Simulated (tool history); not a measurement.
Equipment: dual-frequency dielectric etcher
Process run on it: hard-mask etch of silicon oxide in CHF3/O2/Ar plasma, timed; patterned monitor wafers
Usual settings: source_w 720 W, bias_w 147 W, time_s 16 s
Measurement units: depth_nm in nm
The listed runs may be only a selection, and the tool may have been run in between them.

run,hour,source_w,bias_w,time_s,"read-back reference wafer on the same gauge, depth_nm",depth_nm
1,0,720,172,16,37.39,35.05
2,8.4,720,172,16,37.42,35.05
3,20,720,147,16,37.4,33.94
4,28.7,720,147,16,37.38,33.61
5,40.1,720,147,16,37.4,34.08
6,70,720,147,16,37.43,33.91
7,86.7,600,147,16,37.4,31.54
8,94.4,600,147,16,37.4,31.79
# hour 126.4: wet clean of the chamber
# hour 146.5: upper electrode replaced
9,147,600,147,16,37.35,30.84
10,147.3,900,127,16,37.39,35.21
11,154.1,770,136,17.5,37.38,36.75
# hour 166.9: source power generator calibrated
# hour 174.3: bias power generator calibrated
# hour 179.7: gauge calibrated
12,184,720,147,16,37.4,33.25
13,190.3,720,147,19.5,37.37,40.95
14,222.6,820,147,16,37.42,35.21
15,234.2,890,147,16,37.42,36.9
16,242.7,650,174,19.5,37.38,40.98
17,257.1,720,177,13,37.4,28.83
18,266.3,620,147,16,37.39,31.82
19,272.3,720,147,16,37.42,33.74

What was the tool's hidden state at every run in the log?
source power that arrives over what is set, %: 0 across all the runs
bias power that arrives over what is set, %: 0 across all the runs
gauge reads high (%): 0 across all the runs
H1: etch rate over this chamber's usual, %
run,H1
1,1.81
2,1.88
3,1.98
4,2.05
5,2.15
6,2.4
7,2.55
8,2.61
9,0.097
10,0.0995
11,0.157
12,0.411
13,0.465
14,0.739
15,0.838
16,0.91
17,1.03
18,1.11
19,1.16
